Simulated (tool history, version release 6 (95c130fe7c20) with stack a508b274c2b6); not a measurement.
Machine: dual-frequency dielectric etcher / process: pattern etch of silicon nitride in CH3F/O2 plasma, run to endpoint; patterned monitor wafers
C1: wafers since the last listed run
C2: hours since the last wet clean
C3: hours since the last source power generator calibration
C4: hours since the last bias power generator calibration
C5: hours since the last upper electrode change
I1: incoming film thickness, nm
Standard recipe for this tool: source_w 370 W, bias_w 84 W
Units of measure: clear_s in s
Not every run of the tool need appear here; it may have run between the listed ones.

Run 1, hour 0.0: usual settings; C1 0; C2 455.4; C3 1447.6; C4 2657.4; C5 4311.1; I1 65.3. Result: clear_s 77.6 s.
Run 2, hour 41.4: usual settings; C1 359; C2 496.8; C3 1489.0; C4 2698.8; C5 4352.5; I1 65.4. Result: clear_s 79.3 s.
Run 3, hour 91.9: usual settings; C1 438; C2 547.3; C3 1539.5; C4 2749.3; C5 4403.0; I1 65.5. Result: clear_s 78.4 s.
At hour 162.3: wet clean of the chamber.
Run 4, hour 163.9: usual settings; C1 416; C2 1.6; C3 1611.5; C4 2821.3; C5 4475.0; I1 65.1. Result: clear_s 73.3 s.
Run 5, hour 227.5: usual settings; C1 552; C2 65.2; C3 1675.1; C4 2884.9; C5 4538.6; I1 65.3. Result: clear_s 74.4 s.
Run 6, hour 290.5: usual settings; C1 546; C2 128.2; C3 1738.1; C4 2947.9; C5 4601.6; I1 65.9. Result: clear_s 74.8 s.
Run 7, hour 342.5: usual settings; C1 451; C2 180.2; C3 1790.1; C4 2999.9; C5 4653.6; I1 65.2. Result: clear_s 74.9 s.
Run 8, hour 401.8: usual settings; C1 514; C2 239.5; C3 1849.4; C4 3059.2; C5 4712.9; I1 65.2. Result: clear_s 74.8 s.
Run 9, hour 448.3: usual settings; C1 403; C2 286.0; C3 1895.9; C4 3105.7; C5 4759.4; I1 65.3. Result: clear_s 76.6 s.
Run 10, hour 499.7: usual settings; C1 446; C2 337.4; C3 1947.3; C4 3157.1; C5 4810.8; I1 65.5. Result: clear_s 76.4 s.
Run 11, hour 525.4: usual settings; C1 223; C2 363.1; C3 1973.0; C4 3182.8; C5 4836.5; I1 65.5. Result: clear_s 76.5 s.
Run 12, hour 568.7: usual settings; C1 375; C2 406.4; C3 2016.3; C4 3226.1; C5 4879.8; I1 65.5. Result: clear_s 77.2 s.
Run 13, hour 604.1: usual settings; C1 307; C2 441.8; C3 2051.7; C4 3261.5; C5 4915.2; I1 65.4. Result: clear_s 76.4 s.
Run 14, hour 659.0: usual settings; C1 476; C2 496.7; C3 2106.6; C4 3316.4; C5 4970.1; I1 64.7. Result: clear_s 77.5 s.
At hour 729.0: wet clean of the chamber.
Run 15, hour 729.5: usual settings but source_w 410 W, bias_w 66 W; C1 403; C2 0.5; C3 2177.1; C4 3386.9; C5 5040.6; I1 65.1. Result: clear_s 74.7 s.
Run 16, hour 911.0: usual settings but source_w 460 W; C1 1575; C2 182.0; C3 2358.6; C4 3568.4; C5 5222.1; I1 65.2. Result: clear_s 69.7 s.
Run 17, hour 951.2: usual settings but source_w 340 W, bias_w 65 W; C1 348; C2 222.2; C3 2398.8; C4 3608.6; C5 5262.3; I1 65.9. Result: clear_s 82.0 s.
At hour 1020.3: upper electrode replaced.
Run 18, hour 1125.8: usual settings but source_w 320 W, bias_w 72 W; C1 1307; C2 396.8; C3 2573.4; C4 3783.2; C5 105.5; I1 65.1. Result: clear_s 82.3 s.
Run 19, hour 1167.7: usual settings; C1 363; C2 438.7; C3 2615.3; C4 3825.1; C5 147.4; I1 65.2. Result: clear_s 76.2 s.
Run 20, hour 1226.2: usual settings but source_w 410 W, bias_w 77 W; C1 507; C2 497.2; C3 2673.8; C4 3883.6; C5 205.9; I1 65.4. Result: clear_s 75.3 s.
At hour 1299.0: wet clean of the chamber.
Run 21, hour 1299.5: usual settings; C1 427; C2 0.5; C3 2747.1; C4 3956.9; C5 279.2; I1 65.1. Result: clear_s 74.4 s.
At hour 1361.9: bias power generator calibrated.
Run 22, hour 1406.8: usual settings but source_w 280 W, bias_w 74 W; C1 896; C2 107.8; C3 2854.4; C4 44.9; C5 386.5; I1 65.3. Result: clear_s 82.9 s.
At hour 1423.6: source power generator calibrated.
Run 23, hour 1464.2: usual settings but source_w 330 W; C1 463; C2 165.2; C3 40.6; C4 102.3; C5 443.9; I1 64.9. Result: clear_s 76.7 s.
Run 24, hour 1654.7: usual settings; C1 1653; C2 355.7; C3 231.1; C4 292.8; C5 634.4; I1 65.5. Result: clear_s 76.6 s.
Run 25, hour 1694.0: usual settings; C1 341; C2 395.0; C3 270.4; C4 332.1; C5 673.7; I1 65.8. Result: clear_s 77.5 s.
Run 26, hour 1738.1: usual settings but source_w 350 W, bias_w 96 W; C1 382; C2 439.1; C3 314.5; C4 376.2; C5 717.8; I1 66.2. Result: clear_s 75.9 s.
Run 27, hour 1793.9: usual settings but source_w 420 W; C1 484; C2 494.9; C3 370.3; C4 432.0; C5 773.6; I1 66.0. Result: clear_s 74.3 s.
Run 28, hour 1841.5: usual settings; C1 413; C2 542.5; C3 417.9; C4 479.6; C5 821.2; I1 65.2. Result: clear_s 77.3 s.
At hour 1899.4: wet clean of the chamber.
Run 29, hour 1903.0: usual settings but source_w 410 W, bias_w 104 W; C1 325; C2 3.6; C3 479.4; C4 541.1; C5 882.7; I1 65.6. Result: clear_s 68.9 s.

Consider 4 possible next runs. They are alternatives, not a sequence: every one starts from the tool as it was left by run 29. What does each give?
Run A, hour 1903.5: usual settings; C1 4; C2 4.1; C3 479.9; C4 541.6; C5 883.2; I1 64.7. Result: clear_s ?.
Run B, hour 1903.5: usual settings but source_w 440 W, bias_w 73 W; C1 4; C2 4.1; C3 479.9; C4 541.6; C5 883.2; I1 64.7. Result: clear_s ?.
Run C, hour 1903.5: usual settings but source_w 400 W, bias_w 76 W; C1 4; C2 4.1; C3 479.9; C4 541.6; C5 883.2; I1 64.7. Result: clear_s ?.
Run D, hour 1903.5: usual settings but source_w 390 W, bias_w 74 W; C1 4; C2 4.1; C3 479.9; C4 541.6; C5 883.2; I1 64.7. Result: clear_s ?.

run  clear_s
  A     73.6
  B     72.1
  C     73.6
  D     74.6
Without the tool's unlogged condition, the same runs would have read:
run  clear_s
  A     73.4
  B     71.9
  C     73.4
  D     74.4
